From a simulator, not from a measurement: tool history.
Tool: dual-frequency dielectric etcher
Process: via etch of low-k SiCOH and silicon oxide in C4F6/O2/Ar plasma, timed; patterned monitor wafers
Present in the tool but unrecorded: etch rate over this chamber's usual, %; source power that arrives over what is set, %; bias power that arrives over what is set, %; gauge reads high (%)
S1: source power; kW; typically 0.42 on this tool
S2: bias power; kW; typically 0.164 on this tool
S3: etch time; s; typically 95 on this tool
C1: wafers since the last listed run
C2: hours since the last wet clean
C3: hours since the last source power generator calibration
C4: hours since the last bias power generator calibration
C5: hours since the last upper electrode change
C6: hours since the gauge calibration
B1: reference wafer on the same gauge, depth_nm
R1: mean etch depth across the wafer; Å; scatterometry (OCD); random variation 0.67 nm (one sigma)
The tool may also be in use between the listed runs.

| run | hour | S1 | S2 | S3 | C1 | C2 | C3 | C4 | C5 | C6 | B1 | R1 |
|---|---|---|---|---|---|---|---|---|---|---|---|---|
| 1 | 0 | 0.42 | 0.164 | 95 | 0 | 389.5 | 1968.6 | 3835.5 | 3761.5 | 8.6 | 345.3 | 3000 |
| 2 | 43.3 | 0.42 | 0.164 | 95 | 288 | 432.8 | 2011.9 | 3878.8 | 3804.8 | 51.9 | 344.3 | 3006 |
|  | 80.3 | wet clean of the chamber |
| 3 | 146.5 | 0.42 | 0.164 | 95 | 527 | 66.2 | 2115.1 | 3982 | 3908 | 155.1 | 343.3 | 2982 |
| 4 | 239.6 | 0.42 | 0.164 | 95 | 620 | 159.3 | 2208.2 | 4075.1 | 4001.1 | 248.2 | 342.3 | 2965 |
| 5 | 278.1 | 0.42 | 0.164 | 95 | 256 | 197.8 | 2246.7 | 4113.6 | 4039.6 | 286.7 | 342.3 | 2969 |
| 6 | 371.4 | 0.42 | 0.164 | 95 | 621 | 291.1 | 2340 | 4206.9 | 4132.9 | 380 | 341.7 | 2977 |
| 7 | 434.1 | 0.42 | 0.164 | 95 | 417 | 353.8 | 2402.7 | 4269.6 | 4195.6 | 442.7 | 341.5 | 2982 |
| 8 | 500.3 | 0.42 | 0.164 | 95 | 440 | 420 | 2468.9 | 4335.8 | 4261.8 | 508.9 | 341.3 | 2971 |
| 9 | 568.5 | 0.39 | 0.179 | 103.5 | 454 | 488.2 | 2537.1 | 4404 | 4330 | 577.1 | 341.1 | 3192 |
|  | 592.8 | wet clean of the chamber |
| 10 | 637.8 | 0.36 | 0.204 | 106.5 | 301 | 45 | 2606.4 | 4473.3 | 4399.3 | 646.4 | 340.9 | 3239 |
|  | 730.2 | bias power generator calibrated |
| 11 | 734.1 | 0.51 | 0.184 | 72 | 614 | 141.3 | 2702.7 | 3.9 | 4495.6 | 742.7 | 340.5 | 2461 |
|  | 758.1 | gauge calibrated |
|  | 799.4 | source power generator calibrated |
|  | 847.9 | upper electrode replaced |
| 12 | 848.4 | 0.42 | 0.164 | 95 | 574 | 255.6 | 49 | 118.2 | 0.5 | 90.3 | 343.6 | 2994 |
| 13 | 904.1 | 0.42 | 0.164 | 95 | 370 | 311.3 | 104.7 | 173.9 | 56.2 | 146 | 342.7 | 2973 |
| 14 | 993.4 | 0.52 | 0.164 | 105.5 | 594 | 400.6 | 194 | 263.2 | 145.5 | 235.3 | 342.2 | 3574 |
|  | 1096.1 | wet clean of the chamber |
| 15 | 1096.6 | 0.48 | 0.198 | 95 | 527 | 0.5 | 297.2 | 366.4 | 248.7 | 338.5 | 341.6 | 3200 |
| 16 | 1145.5 | 0.42 | 0.197 | 95 | 325 | 49.4 | 346.1 | 415.3 | 297.6 | 387.4 | 341.4 | 3053 |

For each run, the measured value with the value that run would have given without the tool's hidden condition subtracted. The run-to-run variation is shared by both, the gauge scatter possibly not:
| run | R1 |
|---|---|
| 1 | +1 |
| 2 | -5 |
| 3 | -16 |
| 4 | -23 |
| 5 | -25 |
| 6 | -30 |
| 7 | -32 |
| 8 | -33 |
| 9 | -37 |
| 10 | -39 |
| 11 | -31 |
| 12 | -12 |
| 13 | -18 |
| 14 | -30 |
| 15 | -33 |
| 16 | -34 |
